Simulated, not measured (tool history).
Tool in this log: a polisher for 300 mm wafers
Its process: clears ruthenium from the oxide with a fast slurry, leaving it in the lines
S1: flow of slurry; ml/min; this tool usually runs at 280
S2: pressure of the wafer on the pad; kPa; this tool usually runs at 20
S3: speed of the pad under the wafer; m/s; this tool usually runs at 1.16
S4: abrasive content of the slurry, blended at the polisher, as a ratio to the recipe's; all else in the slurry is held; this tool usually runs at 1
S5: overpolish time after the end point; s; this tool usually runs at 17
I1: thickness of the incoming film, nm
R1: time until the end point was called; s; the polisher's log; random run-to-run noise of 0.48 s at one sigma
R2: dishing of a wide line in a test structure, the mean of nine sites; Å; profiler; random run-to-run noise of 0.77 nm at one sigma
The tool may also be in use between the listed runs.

run 1 hour=0 | S1=250 S2=20 S3=1.16 S4=1 S5=17 | I1=131.5 | R1=30.6 R2=568
run 2 hour=20.9 | S1=280 S2=23.4 S3=1.16 S4=1 S5=17 | I1=130.1 | R1=26.4 R2=614
run 3 hour=35.7 | S1=280 S2=23.4 S3=1.16 S4=1 S5=17 | I1=131.5 | R1=26.1 R2=631
run 4 hour=53.7 | S1=280 S2=20 S3=1.16 S4=1 S5=17 | I1=129.3 | R1=30.1 R2=562
run 5 hour=73.9 | S1=280 S2=20 S3=1.16 S4=1 S5=17 | I1=129.5 | R1=30.9 R2=553
run 6 hour=107.6 | S1=220 S2=20 S3=1.16 S4=1 S5=17 | I1=131.5 | R1=32.1 R2=541
run 7 hour=133.8 | S1=280 S2=20 S3=1.16 S4=1 S5=17 | I1=131.3 | R1=31.7 R2=543
-- hour=145.2 worn pad replaced by a new one
-- hour=149.2 slurry blender recalibrated
run 8 hour=149.7 | S1=280 S2=20 S3=1.16 S4=1 S5=13 | I1=130.5 | R1=27.7 R2=494
run 9 hour=170.5 | S1=280 S2=20 S3=1.16 S4=1 S5=17 | I1=132.6 | R1=28.7 R2=581
run 10 hour=205.9 | S1=280 S2=20 S3=1.16 S4=1 S5=17 | I1=129.9 | R1=28.4 R2=601
run 11 hour=220.1 | S1=280 S2=20 S3=1.16 S4=1 S5=17 | I1=131.9 | R1=28.7 R2=597
run 12 hour=234.3 | S1=280 S2=20 S3=1.16 S4=1 S5=17 | I1=131.1 | R1=28.8 R2=581
run 13 hour=269.4 | S1=190 S2=20 S3=1.46 S4=1 S5=17 | I1=131.1 | R1=24.1 R2=665
-- hour=298.3 worn pad replaced by a new one
run 14 hour=322.5 | S1=280 S2=20 S3=1.16 S4=1 S5=17 | I1=131.7 | R1=29.1 R2=569
run 15 hour=346.9 | S1=365 S2=20 S3=1.16 S4=1 S5=17 | I1=130 | R1=28.5 R2=583
-- hour=362.1 head pressure recalibrated
run 16 hour=377.5 | S1=280 S2=20 S3=1.46 S4=1 S5=21 | I1=129.8 | R1=23.1 R2=740
run 17 hour=408.7 | S1=280 S2=20 S3=1.16 S4=1 S5=23 | I1=130.1 | R1=29.9 R2=693
run 18 hour=436.3 | S1=235 S2=15.2 S3=0.96 S4=1 S5=17 | I1=129.8 | R1=47.6 R2=402
-- hour=447.5 worn pad replaced by a new one
run 19 hour=452.8 | S1=280 S2=20 S3=1.16 S4=1 S5=24 | I1=130.4 | R1=30.5 R2=695
run 20 hour=477.5 | S1=280 S2=20 S3=0.92 S4=1 S5=17 | I1=129.4 | R1=38.5 R2=476
run 21 hour=512.1 | S1=280 S2=20 S3=1.16 S4=1 S5=17 | I1=131.7 | R1=31.4 R2=547
-- hour=530.8 slurry nozzle cleaned
run 22 hour=541.7 | S1=190 S2=20 S3=1.46 S4=1 S5=17 | I1=130.4 | R1=25.2 R2=611
run 23 hour=577 | S1=280 S2=20 S3=1.16 S4=1 S5=17 | I1=130.8 | R1=33 R2=538
-- hour=595.3 slurry blender recalibrated
-- hour=619.3 worn pad replaced by a new one
run 24 hour=655.5 | S1=280 S2=22.1 S3=0.82 S4=1 S5=11 | I1=131.3 | R1=37.6 R2=355
run 25 hour=676.5 | S1=280 S2=20 S3=1.16 S4=1 S5=8 | I1=128.1 | R1=28.6 R2=328
run 26 hour=691.8 | S1=240 S2=20 S3=0.9 S4=0.85 S5=26 | I1=132 | R1=41.4 R2=611
run 27 hour=727.3 | S1=280 S2=20 S3=1.16 S4=1 S5=12 | I1=130.5 | R1=28.7 R2=457
run 28 hour=754.1 | S1=365 S2=20 S3=1.16 S4=1 S5=17 | I1=129.2 | R1=28.7 R2=590
run 29 hour=783.8 | S1=280 S2=23.4 S3=1.16 S4=1 S5=17 | I1=130.6 | R1=25.3 R2=635

The tool's hidden state at each run:
removal rate lost through wear of the pad, %: 0 in every run
slurry flow missing at the pad, %: 0 in every run
deviation of the head's pressure from its setpoint, %: 0 in every run
H1: abrasive missing from the slurry, %
run=1 H1=14.2
run=2 H1=16.1
run=3 H1=17.5
run=4 H1=19.3
run=5 H1=21.5
run=6 H1=25.3
run=7 H1=28.6
run=8 H1=1.43
run=9 H1=1.5
run=10 H1=1.94
run=11 H1=2.22
run=12 H1=2.57
run=13 H1=3.7
run=14 H1=6.15
run=15 H1=7.58
run=16 H1=9.63
run=17 H1=12
run=18 H1=14.4
run=19 H1=15.9
run=20 H1=18.4
run=21 H1=22.1
run=22 H1=25.7
run=23 H1=30.2
run=24 H1=7.24
run=25 H1=7.71
run=26 H1=8.13
run=27 H1=9.41
run=28 H1=10.6
run=29 H1=12.3
